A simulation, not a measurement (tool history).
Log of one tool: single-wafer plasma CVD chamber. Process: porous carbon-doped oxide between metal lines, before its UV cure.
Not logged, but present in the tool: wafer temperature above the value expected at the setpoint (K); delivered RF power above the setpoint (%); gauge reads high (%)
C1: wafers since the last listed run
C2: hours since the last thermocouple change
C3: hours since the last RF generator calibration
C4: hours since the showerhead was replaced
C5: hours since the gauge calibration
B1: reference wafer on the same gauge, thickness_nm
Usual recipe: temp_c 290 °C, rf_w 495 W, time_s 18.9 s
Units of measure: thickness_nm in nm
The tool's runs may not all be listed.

Run 1, hour 0.0: usual settings but temp_c 282 °C; C1 0; C2 2723.4; C3 1967.8; C4 7365.0; C5 58.7; B1 115.936. Result: thickness_nm 114.820 nm.
Run 2, hour 10.3: usual settings but temp_c 282 °C; C1 253; C2 2733.7; C3 1978.1; C4 7375.3; C5 69.0; B1 115.896. Result: thickness_nm 114.438 nm.
Run 3, hour 17.1: usual settings; C1 167; C2 2740.5; C3 1984.9; C4 7382.1; C5 75.8; B1 115.999. Result: thickness_nm 108.560 nm.
Run 4, hour 34.5: usual settings; C1 428; C2 2757.9; C3 2002.3; C4 7399.5; C5 93.2; B1 116.127. Result: thickness_nm 108.286 nm.
Run 5, hour 42.7: usual settings but time_s 16.7 s; C1 201; C2 2766.1; C3 2010.5; C4 7407.7; C5 101.4; B1 115.961. Result: thickness_nm 96.332 nm.
Run 6, hour 54.7: usual settings but time_s 16.7 s; C1 295; C2 2778.1; C3 2022.5; C4 7419.7; C5 113.4; B1 115.922. Result: thickness_nm 96.204 nm.
Run 7, hour 69.4: usual settings but time_s 16.7 s; C1 361; C2 2792.8; C3 2037.2; C4 7434.4; C5 128.1; B1 116.006. Result: thickness_nm 95.977 nm.
Run 8, hour 77.4: usual settings but temp_c 295 °C, rf_w 445 W, time_s 22.6 s; C1 196; C2 2800.8; C3 2045.2; C4 7442.4; C5 136.1; B1 116.049. Result: thickness_nm 113.794 nm.
At hour 90.7: RF generator calibrated.
At hour 93.6: showerhead replaced.
At hour 96.8: gauge calibrated.
At hour 98.9: thermocouple changed; heater temperature recalibrated.
Run 9, hour 99.4: usual settings but time_s 20.7 s; C1 143; C2 0.5; C3 8.7; C4 5.8; C5 2.6; B1 116.123. Result: thickness_nm 117.664 nm.
Run 10, hour 99.7: usual settings but temp_c 301 °C, time_s 17.1 s; C1 7; C2 0.8; C3 9.0; C4 6.1; C5 2.9; B1 116.032. Result: thickness_nm 91.449 nm.
Run 11, hour 105.5: usual settings but temp_c 299 °C, rf_w 570 W, time_s 16.3 s; C1 142; C2 6.6; C3 14.8; C4 11.9; C5 8.7; B1 115.997. Result: thickness_nm 97.630 nm.
Run 12, hour 123.3: usual settings; C1 438; C2 24.4; C3 32.6; C4 29.7; C5 26.5; B1 116.003. Result: thickness_nm 107.902 nm.
Run 13, hour 137.6: usual settings but rf_w 525 W; C1 352; C2 38.7; C3 46.9; C4 44.0; C5 40.8; B1 116.078. Result: thickness_nm 113.053 nm.
Run 14, hour 149.4: usual settings; C1 290; C2 50.5; C3 58.7; C4 55.8; C5 52.6; B1 115.841. Result: thickness_nm 108.031 nm.

For each entry between runs, how does the tool's hidden state at the last listed run before it compare with that at the first listed run after it?
Runs 8 to 9: RF generator calibrated (hour 90.7); showerhead replaced (hour 93.6); gauge calibrated (hour 96.8); thermocouple changed; heater temperature recalibrated (hour 98.9)
  the hidden state is the same at both runs
